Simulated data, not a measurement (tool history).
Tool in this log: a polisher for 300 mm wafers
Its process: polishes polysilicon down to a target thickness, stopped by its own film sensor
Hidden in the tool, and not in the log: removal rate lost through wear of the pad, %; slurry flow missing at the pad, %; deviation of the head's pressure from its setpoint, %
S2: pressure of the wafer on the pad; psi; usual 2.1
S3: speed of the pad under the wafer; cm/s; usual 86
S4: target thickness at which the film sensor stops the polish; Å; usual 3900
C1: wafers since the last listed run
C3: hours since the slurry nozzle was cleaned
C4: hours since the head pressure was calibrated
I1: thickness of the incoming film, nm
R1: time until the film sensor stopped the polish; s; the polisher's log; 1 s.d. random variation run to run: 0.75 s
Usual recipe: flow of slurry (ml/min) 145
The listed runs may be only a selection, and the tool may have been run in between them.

Run 1, hour 0.0: usual settings but S4 3270 Å; C1 0; wafers polished on this pad 4500; C3 225.8; C4 571.5; I1 682.4. Result: R1 66.4 s.
At hour 94.8: worn pad replaced by a new one.
Run 2, hour 97.0: usual settings but S4 3270 Å; C1 701; wafers polished on this pad 16; C3 322.8; C4 668.5; I1 676.3. Result: R1 65.4 s.
Run 3, hour 168.7: usual settings but S4 3270 Å; C1 540; wafers polished on this pad 557; C3 394.5; C4 740.2; I1 666.2. Result: R1 62.9 s.
At hour 422.0: slurry nozzle cleaned.
Run 4, hour 470.1: usual settings but S3 68 cm/s; C1 2265; wafers polished on this pad 2822; C3 48.1; C4 1041.6; I1 681.5. Result: R1 67.4 s.
Run 5, hour 517.1: usual settings; C1 354; wafers polished on this pad 3177; C3 95.1; C4 1088.6; I1 681.1. Result: R1 54.1 s.
Run 6, hour 609.4: usual settings; C1 696; wafers polished on this pad 3873; C3 187.4; C4 1180.9; I1 682.1. Result: R1 54.2 s.
At hour 627.3: head pressure recalibrated.
Run 7, hour 656.4: usual settings; C1 339; wafers polished on this pad 4212; C3 234.4; C4 29.1; I1 690.2. Result: R1 54.8 s.
Run 8, hour 708.3: usual settings; C1 391; wafers polished on this pad 4604; C3 286.3; C4 81.0; I1 687.1. Result: R1 55.2 s.
At hour 713.4: worn pad replaced by a new one.
Run 9, hour 789.8: usual settings; C1 584; wafers polished on this pad 576; C3 367.8; C4 162.5; I1 684.8. Result: R1 55.5 s.
Run 10, hour 838.6: usual settings; C1 368; wafers polished on this pad 944; C3 416.6; C4 211.3; I1 694.6. Result: R1 55.8 s.
Run 11, hour 893.7: usual settings; C1 415; wafers polished on this pad 1360; C3 471.7; C4 266.4; I1 690.4. Result: R1 56.1 s.
Run 12, hour 954.1: usual settings but S3 96 cm/s; C1 455; wafers polished on this pad 1815; C3 532.1; C4 326.8; I1 679.8. Result: R1 48.2 s.
Run 13, hour 1037.0: usual settings but S3 96 cm/s; C1 625; wafers polished on this pad 2440; C3 615.0; C4 409.7; I1 676.5. Result: R1 47.5 s.
At hour 1051.1: slurry nozzle cleaned.
Run 14, hour 1118.7: usual settings but S3 96 cm/s; C1 608; wafers polished on this pad 3049; C3 67.6; C4 491.4; I1 678.5. Result: R1 48.2 s.
Run 15, hour 1217.6: usual settings; C1 745; wafers polished on this pad 3795; C3 166.5; C4 590.3; I1 689.5. Result: R1 55.3 s.
Run 16, hour 1306.5: usual settings; C1 670; wafers polished on this pad 4465; C3 255.4; C4 679.2; I1 680.3. Result: R1 54.0 s.
Run 17, hour 1361.0: usual settings; C1 410; wafers polished on this pad 4876; C3 309.9; C4 733.7; I1 683.4. Result: R1 55.4 s.
Run 18, hour 1439.9: usual settings but flow of slurry (ml/min) 190, S2 2.5 psi, S4 3260 Å; C1 594; wafers polished on this pad 5471; C3 388.8; C4 812.6; I1 669.6. Result: R1 51.4 s.
At hour 1450.0: worn pad replaced by a new one.
Run 19, hour 1526.5: usual settings but flow of slurry (ml/min) 170, S3 108 cm/s; C1 622; wafers polished on this pad 576; C3 475.4; C4 899.2; I1 688.9. Result: R1 44.6 s.
Run 20, hour 1629.3: usual settings but S4 4860 Å; C1 775; wafers polished on this pad 1351; C3 578.2; C4 1002.0; I1 673.4. Result: R1 35.0 s.
Run 21, hour 1735.1: usual settings but flow of slurry (ml/min) 110, S3 112 cm/s; C1 797; wafers polished on this pad 2149; C3 684.0; C4 1107.8; I1 676.1. Result: R1 43.7 s.
Run 22, hour 1785.8: usual settings but flow of slurry (ml/min) 130, S2 2.5 psi, S3 70 cm/s; C1 382; wafers polished on this pad 2532; C3 734.7; C4 1158.5; I1 670.0. Result: R1 54.7 s.
At hour 1825.3: slurry nozzle cleaned.
Run 23, hour 1850.3: usual settings but flow of slurry (ml/min) 190, S3 100 cm/s, S4 4340 Å; C1 478; wafers polished on this pad 3010; C3 25.0; C4 1223.0; I1 678.5. Result: R1 37.8 s.
Run 24, hour 2001.2: usual settings but S3 64 cm/s; C1 1137; wafers polished on this pad 4148; C3 175.9; C4 1373.9; I1 692.0. Result: R1 75.3 s.
At hour 2019.7: head pressure recalibrated.
Run 25, hour 2054.7: usual settings but S3 116 cm/s, S4 4590 Å; C1 388; wafers polished on this pad 4537; C3 229.4; C4 35.0; I1 685.0. Result: R1 31.1 s.
At hour 2086.4: worn pad replaced by a new one.
Run 26, hour 2114.1: usual settings but flow of slurry (ml/min) 165; C1 417; wafers polished on this pad 208; C3 288.8; C4 94.4; I1 683.7. Result: R1 52.0 s.
Run 27, hour 2203.3: usual settings; C1 672; wafers polished on this pad 881; C3 378.0; C4 183.6; I1 679.1. Result: R1 54.3 s.
Run 28, hour 2248.7: usual settings but flow of slurry (ml/min) 100, S2 2.5 psi, S3 78 cm/s, S4 3020 Å; C1 342; wafers polished on this pad 1223; C3 423.4; C4 229.0; I1 674.3. Result: R1 68.7 s.
Run 29, hour 2356.3: usual settings but S3 116 cm/s, S4 4590 Å; C1 811; wafers polished on this pad 2035; C3 531.0; C4 336.6; I1 684.7. Result: R1 31.2 s.
Run 30, hour 2422.3: usual settings but S3 72 cm/s; C1 497; wafers polished on this pad 2532; C3 597.0; C4 402.6; I1 687.1. Result: R1 65.8 s.
Run 31, hour 2482.0: usual settings but flow of slurry (ml/min) 130, S2 1.7 psi, S4 3370 Å; C1 450; wafers polished on this pad 2983; C3 656.7; C4 462.3; I1 682.5. Result: R1 80.3 s.
At hour 2656.0: slurry nozzle cleaned.
Run 32, hour 2704.0: usual settings; C1 1666; wafers polished on this pad 4649; C3 48.0; C4 684.3; I1 666.6. Result: R1 51.4 s.
Run 33, hour 2771.4: usual settings but S4 3560 Å; C1 508; wafers polished on this pad 5157; C3 115.4; C4 751.7; I1 681.3. Result: R1 59.4 s.
Run 34, hour 2840.2: usual settings but S4 2880 Å; C1 518; wafers polished on this pad 5676; C3 184.2; C4 820.5; I1 683.3. Result: R1 75.4 s.
Run 35, hour 2912.1: usual settings; C1 542; wafers polished on this pad 6219; C3 256.1; C4 892.4; I1 680.9. Result: R1 54.5 s.
At hour 2918.5: worn pad replaced by a new one.
Run 36, hour 2984.2: usual settings but S3 94 cm/s; C1 513; wafers polished on this pad 495; C3 328.2; C4 964.5; I1 665.7. Result: R1 46.3 s.
Run 37, hour 3215.1: usual settings but flow of slurry (ml/min) 115, S2 1.4 psi, S3 116 cm/s; C1 1741; wafers polished on this pad 2236; C3 559.1; C4 1195.4; I1 680.5. Result: R1 62.5 s.
Run 38, hour 3319.4: usual settings but flow of slurry (ml/min) 100, S2 2.3 psi, S4 3340 Å; C1 786; wafers polished on this pad 3023; C3 663.4; C4 1299.7; I1 692.9. Result: R1 66.1 s.

What was the tool's hidden state at every run in the log?
removal rate lost through wear of the pad, %: 0 on each run
slurry flow missing at the pad, %: 0 on each run
deviation of the head's pressure from its setpoint, %: 0 on each run

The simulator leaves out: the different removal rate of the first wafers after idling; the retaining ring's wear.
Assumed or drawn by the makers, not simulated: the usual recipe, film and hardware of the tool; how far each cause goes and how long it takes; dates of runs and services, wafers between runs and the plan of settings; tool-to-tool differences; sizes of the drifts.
